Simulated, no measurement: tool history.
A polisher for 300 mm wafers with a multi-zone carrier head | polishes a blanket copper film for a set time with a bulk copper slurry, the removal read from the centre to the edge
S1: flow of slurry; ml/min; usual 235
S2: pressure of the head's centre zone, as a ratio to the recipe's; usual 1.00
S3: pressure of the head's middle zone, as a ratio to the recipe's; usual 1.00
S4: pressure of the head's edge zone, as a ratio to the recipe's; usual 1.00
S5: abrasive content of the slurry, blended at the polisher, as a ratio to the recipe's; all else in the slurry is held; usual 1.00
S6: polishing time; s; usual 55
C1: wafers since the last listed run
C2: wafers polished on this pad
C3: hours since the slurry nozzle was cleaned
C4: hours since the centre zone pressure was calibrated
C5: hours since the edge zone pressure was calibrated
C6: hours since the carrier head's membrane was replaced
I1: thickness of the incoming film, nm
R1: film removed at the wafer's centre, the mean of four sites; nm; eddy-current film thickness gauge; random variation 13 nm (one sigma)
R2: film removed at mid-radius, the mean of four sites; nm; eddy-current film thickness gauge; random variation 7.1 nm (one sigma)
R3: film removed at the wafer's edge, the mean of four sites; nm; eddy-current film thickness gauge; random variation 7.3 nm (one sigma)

Run 1, hour 0.0: usual settings but S1 270 ml/min; C1 0; C2 139; C3 84.9; C4 473.2; C5 135.0; C6 726.1; I1 2700.2. Result: R1 926.4 nm, R2 907.9 nm, R3 877.4 nm.
Run 2, hour 85.5: usual settings but S3 0.92, S4 1.07, S5 1.15, S6 50 s; C1 812; C2 951; C3 170.4; C4 558.7; C5 220.5; C6 811.6; I1 2714.3. Result: R1 830.9 nm, R2 769.2 nm, R3 826.0 nm.
Run 3, hour 174.3: usual settings; C1 843; C2 1794; C3 259.2; C4 647.5; C5 309.3; C6 900.4; I1 2670.1. Result: R1 867.2 nm, R2 868.3 nm, R3 845.9 nm.
At hour 236.5: centre zone pressure recalibrated.
Run 4, hour 237.9: usual settings; C1 585; C2 2379; C3 322.8; C4 1.4; C5 372.9; C6 964.0; I1 2712.3. Result: R1 856.3 nm, R2 874.7 nm, R3 839.0 nm.
Run 5, hour 312.7: usual settings but S1 200 ml/min, S3 0.89, S4 0.91, S6 68 s; C1 710; C2 3090; C3 397.6; C4 76.2; C5 447.7; C6 1038.8; I1 2698.4. Result: R1 1019.5 nm, R2 946.8 nm, R3 980.4 nm.
Run 6, hour 382.5: usual settings but S1 295 ml/min, S3 0.89; C1 662; C2 3753; C3 467.4; C4 146.0; C5 517.5; C6 1108.6; I1 2693.1. Result: R1 840.0 nm, R2 781.9 nm, R3 815.7 nm.
Run 7, hour 486.7: usual settings but S2 0.95; C1 989; C2 4743; C3 571.6; C4 250.2; C5 621.7; C6 1212.8; I1 2690.4. Result: R1 779.5 nm, R2 824.7 nm, R3 801.7 nm.
At hour 529.1: edge zone pressure recalibrated.
Run 8, hour 573.5: usual settings but S5 0.75, S6 48 s; C1 805; C2 5548; C3 658.4; C4 337.0; C5 44.4; C6 1299.6; I1 2690.3. Result: R1 659.6 nm, R2 686.7 nm, R3 660.7 nm.
At hour 616.3: slurry nozzle cleaned.
At hour 625.0: worn pad replaced by a new one.
Run 9, hour 648.6: usual settings but S4 0.96, S5 1.15, S6 49 s; C1 665; C2 223; C3 32.3; C4 412.1; C5 119.5; C6 1374.7; I1 2676.8. Result: R1 788.5 nm, R2 814.9 nm, R3 777.6 nm.
Run 10, hour 754.1: usual settings but S2 1.12; C1 1002; C2 1225; C3 137.8; C4 517.6; C5 225.0; C6 1480.2; I1 2705.2. Result: R1 962.9 nm, R2 873.3 nm, R3 829.4 nm.
Run 11, hour 851.6: usual settings but S5 0.90, S6 45 s; C1 926; C2 2152; C3 235.3; C4 615.1; C5 322.5; C6 1577.7; I1 2674.4. Result: R1 688.1 nm, R2 691.8 nm, R3 662.4 nm.
At hour 891.2: centre zone pressure recalibrated.
Run 12, hour 891.7: usual settings but S6 44 s; C1 361; C2 2513; C3 275.4; C4 0.5; C5 362.6; C6 1617.8; I1 2660.5. Result: R1 672.8 nm, R2 680.0 nm, R3 659.3 nm.
Run 13, hour 989.6: usual settings but S1 295 ml/min, S2 0.95; C1 929; C2 3443; C3 373.3; C4 98.4; C5 460.5; C6 1715.7; I1 2711.5. Result: R1 834.9 nm, R2 846.5 nm, R3 813.9 nm.
Run 14, hour 1025.9: usual settings but S1 165 ml/min, S4 0.93, S5 1.15; C1 344; C2 3788; C3 409.6; C4 134.7; C5 496.8; C6 1752.0; I1 2700.1. Result: R1 797.6 nm, R2 826.1 nm, R3 776.3 nm.
Run 15, hour 1090.5: usual settings but S4 1.06, S6 73 s; C1 613; C2 4402; C3 474.2; C4 199.3; C5 561.4; C6 1816.6; I1 2668.0. Result: R1 1086.9 nm, R2 1101.2 nm, R3 1076.3 nm.
Run 16, hour 1133.4: usual settings but S1 215 ml/min, S2 0.96, S3 1.06, S6 71 s; C1 407; C2 4809; C3 517.1; C4 242.2; C5 604.3; C6 1859.5; I1 2672.7. Result: R1 999.0 nm, R2 1107.0 nm, R3 1009.9 nm.
At hour 1154.0: carrier head's membrane replaced by a new one.
At hour 1183.0: edge zone pressure recalibrated.
Run 17, hour 1227.4: usual settings but S2 0.94, S4 0.96, S5 1.10, S6 72 s; C1 826; C2 5636; C3 611.1; C4 336.2; C5 44.4; C6 73.4; I1 2738.3. Result: R1 975.9 nm, R2 1078.1 nm, R3 1001.7 nm.
Run 18, hour 1292.6: usual settings; C1 619; C2 6255; C3 676.3; C4 401.4; C5 109.6; C6 138.6; I1 2717.6. Result: R1 782.6 nm, R2 797.5 nm, R3 756.9 nm.
At hour 1363.4: slurry nozzle cleaned.
At hour 1375.4: worn pad replaced by a new one.
Run 19, hour 1397.6: usual settings; C1 949; C2 211; C3 34.2; C4 506.4; C5 214.6; C6 243.6; I1 2691.7. Result: R1 889.2 nm, R2 888.6 nm, R3 857.2 nm.
Run 20, hour 1482.5: usual settings but S1 260 ml/min, S2 0.91, S3 1.12; C1 806; C2 1017; C3 119.1; C4 591.3; C5 299.5; C6 328.5; I1 2719.7. Result: R1 804.8 nm, R2 969.4 nm, R3 837.9 nm.
Run 21, hour 1543.1: usual settings but S1 155 ml/min, S2 0.91; C1 575; C2 1593; C3 179.7; C4 651.9; C5 360.1; C6 389.1; I1 2705.8. Result: R1 754.8 nm, R2 833.6 nm, R3 817.2 nm.

Forecast each of these 4 alternatives for the next run:
Run A, hour 1543.5: usual settings; C1 3; C2 1597; C3 180.1; C4 652.3; C5 360.5; C6 389.5; I1 2687.2. Result: R1 ?, R2 ?, R3 ?.
Run B, hour 1543.5: usual settings but S2 0.93; C1 3; C2 1597; C3 180.1; C4 652.3; C5 360.5; C6 389.5; I1 2687.2. Result: R1 ?, R2 ?, R3 ?.
Run C, hour 1543.5: usual settings but S1 310 ml/min, S3 1.06, S6 66 s; C1 3; C2 1597; C3 180.1; C4 652.3; C5 360.5; C6 389.5; I1 2687.2. Result: R1 ?, R2 ?, R3 ?.
Run D, hour 1543.5: usual settings but S2 1.06, S4 0.93; C1 3; C2 1597; C3 180.1; C4 652.3; C5 360.5; C6 389.5; I1 2687.2. Result: R1 ?, R2 ?, R3 ?.

run      R1      R2      R3
  A   876.7   867.1   839.6
  B   817.5   867.4   839.6
  C  1080.0  1115.4  1024.7
  D   927.5   866.9   817.2
Without the tool's hidden state the same runs would have given:
run      R1      R2      R3
  A   911.0   901.0   872.4
  B   849.4   901.3   872.4
  C  1122.2  1159.0  1064.7
  D   963.7   900.8   849.1
